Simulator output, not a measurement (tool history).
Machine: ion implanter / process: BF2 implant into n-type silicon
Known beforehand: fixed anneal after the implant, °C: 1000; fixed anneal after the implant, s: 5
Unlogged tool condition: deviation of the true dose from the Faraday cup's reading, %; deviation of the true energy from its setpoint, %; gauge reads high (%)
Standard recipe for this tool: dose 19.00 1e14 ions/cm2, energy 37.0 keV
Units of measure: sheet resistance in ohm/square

run	hour	dose	energy	wafers since the last listed run	hours since the last dose calibration	hours since the extraction supply was calibrated	hours since the gauge calibration	read-back reference wafer on the same gauge, sheet resistance	sheet resistance
1	0.0	16.38	45.0	0	272.0	5887.6	702.5	125.01	135.00
2	37.5	19.00	45.0	621	309.5	5925.1	740.0	125.01	131.46
3	88.5	19.00	45.0	844	360.5	5976.1	791.0	124.98	131.51
4	162.9	19.00	37.0	1232	434.9	6050.5	865.4	125.02	147.60
5	231.0	19.00	37.0	1128	503.0	6118.6	933.5	124.97	147.86
# hour 287.3: Faraday cup replaced and dose calibrated
6	294.1	20.94	29.0	912	6.8	6181.7	996.6	125.00	168.25
7	349.8	20.94	29.0	922	62.5	6237.4	1052.3	125.00	168.34
8	410.0	19.00	37.0	997	122.7	6297.6	1112.5	124.98	147.26
9	478.6	19.00	37.0	1136	191.3	6366.2	1181.1	125.00	147.31
10	537.4	19.00	37.0	973	250.1	6425.0	1239.9	124.95	146.98
11	583.2	14.91	37.0	758	295.9	6470.8	1285.7	125.02	153.14
# hour 665.0: extraction supply calibrated
12	682.1	14.91	37.0	1505	394.8	17.1	1384.6	124.98	156.60
13	748.4	14.91	37.0	1098	461.1	83.4	1450.9	124.95	156.72
14	838.0	19.00	37.0	1484	550.7	173.0	1540.5	125.00	150.69
# hour 861.5: Faraday cup replaced and dose calibrated
15	883.1	19.00	37.0	614	21.6	218.1	1585.6	125.02	150.05
16	972.6	19.00	37.0	1482	111.1	307.6	1675.1	125.02	149.92
17	1014.8	14.89	49.0	699	153.3	349.8	1717.3	125.04	133.40
18	1089.6	19.00	37.0	1239	228.1	424.6	1792.1	125.02	150.25
# hour 1112.5: gauge calibrated
19	1184.1	19.00	37.0	1565	322.6	519.1	71.6	125.04	149.95
20	1267.5	19.00	37.0	1381	406.0	602.5	155.0	125.00	150.73
21	1351.7	21.35	42.5	1394	490.2	686.7	239.2	124.97	136.15
# hour 1402.4: Faraday cup replaced and dose calibrated
22	1523.7	19.00	37.0	2716	121.3	858.7	411.2	125.03	149.78
23	1598.4	23.31	37.0	1237	196.0	933.4	485.9	125.00	146.62
24	1694.1	13.95	33.5	1585	291.7	1029.1	581.6	125.03	167.21
25	1759.2	22.39	26.0	1078	356.8	1094.2	646.7	125.01	182.49
26	1830.1	19.00	25.5	1174	427.7	1165.1	717.6	125.03	188.61
27	1890.0	19.00	46.0	992	487.6	1225.0	777.5	125.01	132.03
28	1965.5	23.02	27.5	1250	563.1	1300.5	853.0	124.98	176.12
# hour 2014.8: Faraday cup replaced and dose calibrated
29	2015.3	17.44	32.5	692	0.5	1350.3	902.8	124.95	162.70
30	2065.2	20.61	41.5	826	50.4	1400.2	952.7	125.02	137.88
31	2136.6	13.99	49.5	1182	121.8	1471.6	1024.1	124.96	134.56
32	2184.8	15.43	27.5	798	170.0	1519.8	1072.3	125.00	184.16

Pick out some run-to-run changes in sheet resistance. Of each, how much would a tool without hidden state show as well, from the settings, what came in and chance, and how much is left for the hidden state and any gauge scatter not in both results compared?
Run 5 -> 6: dose 19.00 -> 20.94, energy 37.0 -> 29.0, Faraday cup replaced and dose calibrated. sheet resistance +20.39 ohm/square: hidden state -1.48, all else +21.87.
Run 11 -> 12: extraction supply calibrated. sheet resistance +3.46 ohm/square: hidden state +3.44, all else +0.02.
Run 26 -> 27: energy 25.5 -> 46.0. sheet resistance -56.58 ohm/square: hidden state +0.17, all else -56.75.
Run 27 -> 28: dose 19.00 -> 23.02, energy 46.0 -> 27.5. sheet resistance +44.09 ohm/square: hidden state -0.33, all else +44.42.
Run 30 -> 31: dose 20.61 -> 13.99, energy 41.5 -> 49.5. sheet resistance -3.32 ohm/square: hidden state +0.94, all else -4.26.
Run 31 -> 32: dose 13.99 -> 15.43, energy 49.5 -> 27.5. sheet resistance +49.60 ohm/square: hidden state -0.63, all else +50.23.
